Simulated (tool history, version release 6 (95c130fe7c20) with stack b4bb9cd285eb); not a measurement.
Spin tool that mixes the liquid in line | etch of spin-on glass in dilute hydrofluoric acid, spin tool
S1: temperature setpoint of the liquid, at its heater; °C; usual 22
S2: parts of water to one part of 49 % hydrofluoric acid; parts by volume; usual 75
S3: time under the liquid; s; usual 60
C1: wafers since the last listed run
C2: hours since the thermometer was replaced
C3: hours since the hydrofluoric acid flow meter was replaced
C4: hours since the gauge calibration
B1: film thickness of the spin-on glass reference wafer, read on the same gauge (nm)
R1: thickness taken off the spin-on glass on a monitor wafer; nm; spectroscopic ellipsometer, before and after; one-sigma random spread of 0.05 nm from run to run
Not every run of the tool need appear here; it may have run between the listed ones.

Run 1, day 0: usual settings; C1 0; C2 655.3; C3 1164.6; C4 558.7; B1 130. Result: R1 13.33 nm.
Run 2, day 0.775: usual settings; C1 242; C2 673.9; C3 1183.2; C4 577.3; B1 130. Result: R1 13.33 nm.
Run 3, day 1.838: usual settings; C1 332; C2 699.4; C3 1208.7; C4 602.8; B1 130.01. Result: R1 13.25 nm.
Run 4, day 2.875: usual settings but S3 40 s; C1 324; C2 724.3; C3 1233.6; C4 627.7; B1 130. Result: R1 8.82 nm.
Run 5, day 4.046: usual settings; C1 366; C2 752.4; C3 1261.7; C4 655.8; B1 130. Result: R1 13.28 nm.
Run 6, day 5.483: usual settings; C1 449; C2 786.9; C3 1296.2; C4 690.3; B1 130. Result: R1 13.28 nm.
Run 7, day 6.162: usual settings; C1 212; C2 803.2; C3 1312.5; C4 706.6; B1 130.01. Result: R1 13.27 nm.
Run 8, day 9.05: usual settings; C1 902; C2 872.5; C3 1381.8; C4 775.9; B1 130.01. Result: R1 13.28 nm.
Run 9, day 9.7: usual settings; C1 203; C2 888.1; C3 1397.4; C4 791.5; B1 130.01. Result: R1 13.19 nm.
Run 10, day 10.729: usual settings; C1 321; C2 912.8; C3 1422.1; C4 816.2; B1 130. Result: R1 13.35 nm.
Run 11, day 11.442: usual settings but S3 75 s; C1 222; C2 929.9; C3 1439.2; C4 833.3; B1 130.03. Result: R1 16.48 nm.
Run 12, day 12.629: usual settings; C1 371; C2 958.4; C3 1467.7; C4 861.8; B1 129.99. Result: R1 13.22 nm.
Run 13, day 13.979: usual settings; C1 422; C2 990.8; C3 1500.1; C4 894.2; B1 130. Result: R1 13.21 nm.
Run 14, day 14.6: usual settings; C1 194; C2 1005.7; C3 1515; C4 909.1; B1 129.99. Result: R1 13.19 nm.
Run 15, day 15.221: usual settings but S2 45 parts by volume, S3 75 s; C1 194; C2 1020.6; C3 1529.9; C4 924; B1 129.99. Result: R1 28.86 nm.
Run 16, day 16.146: usual settings but S1 23.5 °C, S3 30 s; C1 289; C2 1042.8; C3 1552.1; C4 946.2; B1 130. Result: R1 7 nm.
At day 16.375: gauge calibrated.
Run 17, day 17.529: usual settings but S1 26 °C; C1 432; C2 1076; C3 1585.3; C4 27.7; B1 130. Result: R1 15.49 nm.
At day 17.871: thermometer replaced.
Run 18, day 18.325: usual settings but S1 25.5 °C, S2 65 parts by volume; C1 235; C2 10.9; C3 1604.4; C4 46.8; B1 130.01. Result: R1 18.21 nm.
Run 19, day 19.179: usual settings but S2 85 parts by volume; C1 267; C2 31.4; C3 1624.9; C4 67.3; B1 130.01. Result: R1 11.88 nm.
Run 20, day 20.125: usual settings; C1 295; C2 54.1; C3 1647.6; C4 90; B1 130. Result: R1 13.55 nm.
Run 21, day 21.488: usual settings but S1 17 °C, S2 60 parts by volume, S3 80 s; C1 426; C2 86.8; C3 1680.3; C4 122.7; B1 130.01. Result: R1 18.56 nm.
Run 22, day 22.033: usual settings; C1 170; C2 99.9; C3 1693.4; C4 135.8; B1 130. Result: R1 13.5 nm.
Run 23, day 22.596: usual settings but S1 26 °C, S2 100 parts by volume; C1 175; C2 113.4; C3 1706.9; C4 149.3; B1 130. Result: R1 11.52 nm.
At day 22.904: hydrofluoric acid flow meter replaced.
Run 24, day 23.592: usual settings; C1 298; C2 137.3; C3 16.5; C4 173.2; B1 130.01. Result: R1 13.46 nm.
Run 25, day 24.421: usual settings but S2 85 parts by volume, S3 35 s; C1 259; C2 157.2; C3 36.4; C4 193.1; B1 130. Result: R1 6.87 nm.
Run 26, day 25.638: usual settings; C1 380; C2 186.4; C3 65.6; C4 222.3; B1 130. Result: R1 13.47 nm.
Run 27, day 26.329: usual settings; C1 216; C2 203; C3 82.2; C4 238.9; B1 130. Result: R1 13.48 nm.
Run 28, day 27.7: usual settings but S1 26 °C, S2 55 parts by volume, S3 85 s; C1 428; C2 235.9; C3 115.1; C4 271.8; B1 130.01. Result: R1 31.46 nm.
Run 29, day 28.912: usual settings but S1 18.5 °C; C1 379; C2 265; C3 144.2; C4 300.9; B1 130. Result: R1 11.64 nm.
Run 30, day 29.862: usual settings but S2 65 parts by volume; C1 297; C2 287.8; C3 167; C4 323.7; B1 130.01. Result: R1 15.79 nm.
Run 31, day 33.354: usual settings but S1 25.5 °C; C1 1091; C2 371.6; C3 250.8; C4 407.5; B1 130. Result: R1 15.44 nm.

Consider 3 possible next runs. They are alternatives, not a sequence: every one starts from the tool as it was left by run 31. What does each give?
Run A, day 33.371: usual settings; C1 5; C2 372; C3 251.2; C4 407.9; B1 ?. Result: R1 ?.
Run B, day 33.371: usual settings but S1 17 °C, S2 90 parts by volume, S3 50 s; C1 5; C2 372; C3 251.2; C4 407.9; B1 ?. Result: R1 ?.
Run C, day 33.371: usual settings but S1 18.5 °C, S2 55 parts by volume, S3 50 s; C1 5; C2 372; C3 251.2; C4 407.9; B1 ?. Result: R1 ?.

run      B1     R1
  A  129.99  13.32
  B  129.99   7.38
  C  129.99  13.37
What these runs would have given with no unlogged condition in the tool:
run     R1
  A  13.46
  B   7.46
  C  13.52
